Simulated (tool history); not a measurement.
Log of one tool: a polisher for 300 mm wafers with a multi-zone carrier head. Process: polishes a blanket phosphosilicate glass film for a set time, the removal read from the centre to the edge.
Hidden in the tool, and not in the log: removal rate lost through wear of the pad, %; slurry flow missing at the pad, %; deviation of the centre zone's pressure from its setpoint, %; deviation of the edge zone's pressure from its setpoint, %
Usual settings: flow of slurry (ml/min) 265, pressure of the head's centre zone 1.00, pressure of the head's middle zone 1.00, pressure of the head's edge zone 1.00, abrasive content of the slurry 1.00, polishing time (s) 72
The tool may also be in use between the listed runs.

run     day  flow of slurry (ml/min)  pressure of the head's centre zone  pressure of the head's middle zone  pressure of the head's edge zone  abrasive content of the slurry  polishing time (s)  wafers since the last listed run  wafers polished on this pad  hours since the slurry nozzle was cleaned  hours since the centre zone pressure was calibrated  hours since the edge zone pressure was calibrated  hours since the carrier head's membrane was replaced  incoming thickness of the incoming film, nm  film removed at the wafer's centre (nm)  film removed at mid-radius (nm)  film removed at the wafer's edge (nm)
  1   0.000                      265                                0.90                                1.00                              1.07                            0.80                  72                                 0                         3646                                      783.0                                                461.8                                              885.0                                                 504.1                                       3972.9                                    497.7                            516.9                                  551.8
      1.392  -- worn pad replaced by a new one
      1.821  -- centre zone pressure recalibrated
      1.892  -- slurry nozzle cleaned
  2   2.925                      300                                1.00                                1.00                              1.00                            1.00                  72                               459                          245                                       24.8                                                 26.5                                              955.2                                                 574.3                                       4002.9                                    591.9                            583.2                                  602.0
      3.254  -- edge zone pressure recalibrated
  3   4.038                      265                                1.00                                1.00                              1.00                            1.00                  72                               179                          424                                       51.5                                                 53.2                                               18.8                                                 601.0                                       4032.5                                    599.6                            580.0                                  592.2
      4.442  -- carrier head's membrane replaced by a new one
  4   6.012                      195                                1.00                                1.07                              1.00                            1.00                  61                               308                          732                                       98.9                                                100.6                                               66.2                                                  37.7                                       3935.6                                    491.0                            502.3                                  490.6
  5   7.642                      265                                1.00                                1.00                              1.00                            1.00                  72                               284                         1016                                      138.0                                                139.7                                              105.3                                                  76.8                                       3949.7                                    604.2                            583.1                                  592.2
  6   9.704                      210                                1.00                                0.88                              1.00                            1.00                  72                               359                         1376                                      187.5                                                189.2                                              154.8                                                 126.3                                       3996.2                                    588.2                            494.0                                  587.6
  7  12.579                      265                                1.00                                1.00                              1.00                            1.00                  72                               501                         1877                                      256.5                                                258.2                                              223.8                                                 195.3                                       3948.0                                    608.5                            566.7                                  596.0
  8  15.117                      265                                1.00                                1.09                              1.08                            1.00                  84                               442                         2320                                      317.4                                                319.1                                              284.7                                                 256.2                                       3929.9                                    714.9                            721.6                                  721.0
  9  17.479                      185                                1.00                                1.12                              1.00                            1.15                  72                               411                         2732                                      374.1                                                375.8                                              341.4                                                 312.9                                       3975.5                                    630.3                            645.9                                  621.1
     18.400  -- worn pad replaced by a new one
 10  19.667                      265                                0.94                                1.00                              1.00                            1.00                  63                               352                          220                                      426.6                                                428.3                                              393.9                                                 365.4                                       4026.4                                    502.0                            501.2                                  524.1
 11  21.542                      265                                1.00                                1.00                              1.00                            1.00                  72                               326                          547                                      471.6                                                473.3                                              438.9                                                 410.4                                       3904.6                                    617.1                            575.7                                  594.4
     22.446  -- centre zone pressure recalibrated
 12  23.933                      265                                1.00                                1.00                              1.00                            1.00                  72                               402                          950                                      529.0                                                 35.7                                              496.3                                                 467.8                                       4014.0                                    591.3                            581.7                                  595.6
 13  26.879                      265                                1.00                                1.00                              1.00                            1.00                  72                               513                         1463                                      599.7                                                106.4                                              567.0                                                 538.5                                       3947.8                                    609.3                            576.6                                  592.6
 14  29.029                      295                                0.89                                1.04                              1.00                            1.00                  72                               374                         1838                                      651.3                                                158.0                                              618.6                                                 590.1                                       3900.9                                    546.1                            600.1                                  607.8
 15  32.029                      300                                1.00                                1.00                              0.92                            1.00                  72                               523                         2361                                      723.3                                                230.0                                              690.6                                                 662.1                                       3987.9                                    624.4                            577.0                                  585.3
     32.871  -- slurry nozzle cleaned
 16  33.458                      265                                1.00                                1.00                              0.89                            1.00                  72                               241                         2603                                       14.1                                                264.3                                              724.9                                                 696.4                                       4005.9                                    608.3                            576.5                                  569.3
     35.046  -- carrier head's membrane replaced by a new one
 17  35.067                      265                                1.00                                1.00                              1.00                            1.00                  72                               244                         2847                                       52.7                                                302.9                                              763.5                                                   0.5                                       3976.4                                    615.9                            583.4                                  600.3
 18  36.925                      295                                1.00                                0.93                              1.00                            1.00                  72                               324                         3171                                       97.3                                                347.5                                              808.1                                                  45.1                                       3989.1                                    621.5                            545.1                                  596.1
     38.458  -- worn pad replaced by a new one
 19  39.433                      175                                1.00                                0.92                              1.00                            1.00                  60                               408                          169                                      157.5                                                407.7                                              868.3                                                 105.3                                       3999.3                                    491.3                            425.0                                  480.1
     41.338  -- edge zone pressure recalibrated
 20  41.721                      265                                1.00                                1.00                              1.00                            1.00                  72                               384                          554                                      212.4                                                462.6                                                9.2                                                 160.2                                       3930.9                                    609.2                            570.4                                  589.9
 21  44.379                      265                                1.00                                0.96                              1.00                            1.00                  72                               463                         1017                                      276.2                                                526.4                                               73.0                                                 224.0                                       3997.0                                    613.3                            555.2                                  604.8
     46.912  -- centre zone pressure recalibrated
 22  47.071                      190                                1.09                                1.00                              1.00                            1.00                  72                               454                         1472                                      340.8                                                  3.8                                              137.6                                                 288.6                                       3918.2                                    612.4                            543.0                                  584.1

Forecast each of these 3 alternatives for the next run:
  A  47.088                      265                                1.00                                1.00                              0.96                            1.00                  72                                 2                         1475                                      341.2                                                  4.2                                              138.0                                                 289.0                                       4009.9                                        ?                                ?                                      ?
  B  47.088                      265                                1.03                                1.00                              1.00                            1.15                  72                                 2                         1475                                      341.2                                                  4.2                                              138.0                                                 289.0                                       4009.9                                        ?                                ?                                      ?
  C  47.088                      265                                1.10                                0.88                              1.00                            1.15                  72                                 2                         1475                                      341.2                                                  4.2                                              138.0                                                 289.0                                       4009.9                                        ?                                ?                                      ?

run  film removed at the wafer's centre (nm)  film removed at mid-radius (nm)  film removed at the wafer's edge (nm)
  A                                    582.6                            577.1                                  588.6
  B                                    638.8                            614.0                                  638.8
  C                                    682.0                            551.6                                  639.8
Without the tool's hidden state the same runs would have given:
run  film removed at the wafer's centre (nm)  film removed at mid-radius (nm)  film removed at the wafer's edge (nm)
  A                                    584.5                            577.1                                  588.6
  B                                    640.9                            614.0                                  638.8
  C                                    684.2                            551.6                                  639.8

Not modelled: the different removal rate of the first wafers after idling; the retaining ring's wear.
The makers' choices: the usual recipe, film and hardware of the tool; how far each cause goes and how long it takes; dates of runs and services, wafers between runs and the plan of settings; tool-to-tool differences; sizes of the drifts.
